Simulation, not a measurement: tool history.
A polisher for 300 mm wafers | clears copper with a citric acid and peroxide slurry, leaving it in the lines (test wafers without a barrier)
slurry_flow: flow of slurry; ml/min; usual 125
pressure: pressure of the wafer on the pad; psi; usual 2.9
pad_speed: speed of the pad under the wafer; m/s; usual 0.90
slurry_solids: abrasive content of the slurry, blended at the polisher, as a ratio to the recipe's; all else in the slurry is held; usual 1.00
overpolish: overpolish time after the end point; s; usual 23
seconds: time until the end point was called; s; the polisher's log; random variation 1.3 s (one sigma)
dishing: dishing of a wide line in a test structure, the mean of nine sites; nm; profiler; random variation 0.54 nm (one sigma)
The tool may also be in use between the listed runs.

| run | day | slurry_flow | pressure | pad_speed | slurry_solids | overpolish | wafers since the last listed run | wafers polished on this pad | hours since the slurry nozzle was cleaned | hours since the head pressure was calibrated | hours since the slurry blender was calibrated | incoming thickness of the incoming film, nm | seconds | dishing |
|---|---|---|---|---|---|---|---|---|---|---|---|---|---|---|
| 1 | 0.000 | 125 | 2.9 | 0.90 | 1.00 | 23 | 0 | 5472 | 209.3 | 8.5 | 18.3 | 194.9 | 105.6 | 29.3 |
| 2 | 2.633 | 125 | 2.9 | 0.90 | 1.00 | 23 | 634 | 6107 | 272.5 | 71.7 | 81.5 | 191.4 | 103.9 | 30.0 |
|  | 5.212 | worn pad replaced by a new one |
| 3 | 8.425 | 125 | 2.9 | 0.90 | 1.00 | 23 | 1356 | 773 | 411.5 | 210.7 | 220.5 | 192.1 | 105.9 | 30.2 |
| 4 | 11.229 | 125 | 2.9 | 0.90 | 1.00 | 23 | 675 | 1449 | 478.8 | 278.0 | 287.8 | 195.5 | 108.3 | 29.3 |
| 5 | 12.754 | 125 | 2.9 | 0.90 | 1.10 | 23 | 367 | 1817 | 515.4 | 314.6 | 324.4 | 197.4 | 104.4 | 29.7 |
| 6 | 14.600 | 125 | 2.9 | 0.90 | 1.10 | 23 | 444 | 2262 | 559.7 | 358.9 | 368.7 | 197.7 | 107.7 | 30.4 |
| 7 | 16.150 | 125 | 2.9 | 0.90 | 1.10 | 23 | 373 | 2636 | 596.9 | 396.1 | 405.9 | 195.1 | 107.5 | 29.5 |
| 8 | 18.129 | 125 | 2.9 | 0.90 | 1.00 | 23 | 477 | 3113 | 644.4 | 443.6 | 453.4 | 194.4 | 108.2 | 29.5 |
| 9 | 20.438 | 110 | 3.6 | 0.90 | 1.00 | 23 | 556 | 3669 | 699.8 | 499.0 | 508.8 | 194.6 | 97.8 | 32.4 |
|  | 22.575 | slurry nozzle cleaned |
| 10 | 22.938 | 125 | 2.9 | 0.90 | 1.00 | 23 | 592 | 4262 | 8.7 | 559.0 | 568.8 | 193.3 | 105.3 | 30.2 |
| 11 | 26.183 | 125 | 2.9 | 0.90 | 1.00 | 23 | 782 | 5044 | 86.6 | 636.9 | 646.7 | 195.3 | 103.7 | 29.5 |
| 12 | 29.525 | 165 | 2.4 | 0.90 | 1.25 | 34 | 805 | 5850 | 166.8 | 717.1 | 726.9 | 192.0 | 105.0 | 41.2 |
|  | 30.675 | slurry blender recalibrated |
| 13 | 32.800 | 170 | 2.9 | 0.90 | 0.70 | 23 | 769 | 6619 | 245.4 | 795.7 | 51.0 | 194.5 | 107.0 | 30.0 |
|  | 35.204 | head pressure recalibrated |
| 14 | 36.633 | 125 | 2.9 | 0.90 | 1.00 | 23 | 904 | 7523 | 337.4 | 34.3 | 143.0 | 193.6 | 107.0 | 30.4 |
|  | 36.988 | worn pad replaced by a new one |
| 15 | 38.554 | 145 | 2.9 | 0.90 | 1.00 | 23 | 422 | 377 | 383.5 | 80.4 | 189.1 | 193.0 | 103.2 | 30.4 |
| 16 | 44.754 | 125 | 3.7 | 0.82 | 1.10 | 12 | 1494 | 1871 | 532.3 | 229.2 | 337.9 | 191.8 | 97.5 | 17.9 |
| 17 | 47.617 | 125 | 2.9 | 0.90 | 1.00 | 23 | 690 | 2561 | 601.0 | 297.9 | 406.6 | 197.7 | 108.8 | 29.4 |

Run 18 comes next. What will it give?
| 18 | 50.662 | 125 | 2.9 | 0.90 | 1.00 | 23 | 734 | 3296 | 674.1 | 371.0 | 479.7 | 198.0 | ? | ? |

{"run 18": {"seconds": 111.6, "dishing": 28.5}}
Without the tool's hidden state the same run would have given seconds 106.5 s, dishing 29.8 nm.

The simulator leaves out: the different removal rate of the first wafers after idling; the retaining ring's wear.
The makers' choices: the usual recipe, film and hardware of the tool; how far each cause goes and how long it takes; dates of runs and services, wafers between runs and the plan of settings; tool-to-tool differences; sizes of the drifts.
